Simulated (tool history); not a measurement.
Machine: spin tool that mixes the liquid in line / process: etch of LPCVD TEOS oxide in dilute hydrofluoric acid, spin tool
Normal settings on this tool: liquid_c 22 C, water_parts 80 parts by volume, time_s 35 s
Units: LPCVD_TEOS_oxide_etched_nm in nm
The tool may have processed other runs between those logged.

| run | hour | liquid_c | water_parts | time_s | read-back film thickness of the LPCVD TEOS oxide reference wafer, read on the same gauge (nm) | LPCVD_TEOS_oxide_etched_nm |
|---|---|---|---|---|---|---|
| 1 | 0 | 22 | 80 | 35 | 100.01 | 23.03 |
| 2 | 49.7 | 22 | 80 | 35 | 99.98 | 23.18 |
| 3 | 112.2 | 22 | 80 | 35 | 100.02 | 23.06 |
| 4 | 157.2 | 22 | 65 | 40 | 100 | 32.73 |
| 5 | 260 | 22 | 80 | 35 | 100.04 | 23 |
| 6 | 302.4 | 22 | 80 | 35 | 100.03 | 22.74 |
| 7 | 404 | 22 | 80 | 35 | 100.01 | 23.1 |
|  | 514.4 | hydrofluoric acid flow meter replaced |
|  | 556.8 | gauge calibrated |
| 8 | 717 | 22 | 80 | 25 | 100.01 | 15.83 |
| 9 | 798.4 | 22 | 80 | 25 | 100 | 15.92 |
| 10 | 880.2 | 22 | 80 | 25 | 100.01 | 16 |
| 11 | 979.4 | 25.5 | 65 | 50 | 99.99 | 45.82 |
| 12 | 1064.6 | 26 | 45 | 15 | 100 | 20.82 |
| 13 | 1213.2 | 19.5 | 105 | 35 | 100 | 14.71 |
| 14 | 1262.9 | 22 | 80 | 35 | 100.01 | 22.03 |
|  | 1294 | thermometer replaced |
| 15 | 1318.6 | 26.5 | 80 | 25 | 100.02 | 20.88 |
| 16 | 1394.8 | 22 | 80 | 35 | 99.95 | 24.33 |
| 17 | 1450.9 | 22 | 80 | 35 | 100 | 23.47 |
| 18 | 1491.7 | 22 | 80 | 55 | 100.03 | 38.2 |
| 19 | 1537.5 | 22 | 95 | 45 | 100.03 | 25.18 |
| 20 | 1579.2 | 19.5 | 100 | 25 | 99.97 | 12.02 |
| 21 | 1678.1 | 22 | 80 | 35 | 99.99 | 23.8 |

4 options for the next run, each taken on its own from the tool as it stands now. Forecast them:
| A | 1678.5 | 20 | 80 | 35 | ? | ? |
| B | 1678.5 | 22 | 80 | 50 | ? | ? |
| C | 1678.5 | 25 | 90 | 45 | ? | ? |
| D | 1678.5 | 17 | 110 | 55 | ? | ? |

| run | read-back film thickness of the LPCVD TEOS oxide reference wafer, read on the same gauge (nm) | LPCVD_TEOS_oxide_etched_nm |
|---|---|---|
| A | 99.97 | 21.68 |
| B | 99.97 | 33.65 |
| C | 99.97 | 30.02 |
| D | 99.97 | 21.16 |
Had the tool no hidden state, the same runs would have come out as:
| run | LPCVD_TEOS_oxide_etched_nm |
|---|---|
| A | 22.05 |
| B | 34.21 |
| C | 30.5 |
| D | 21.52 |
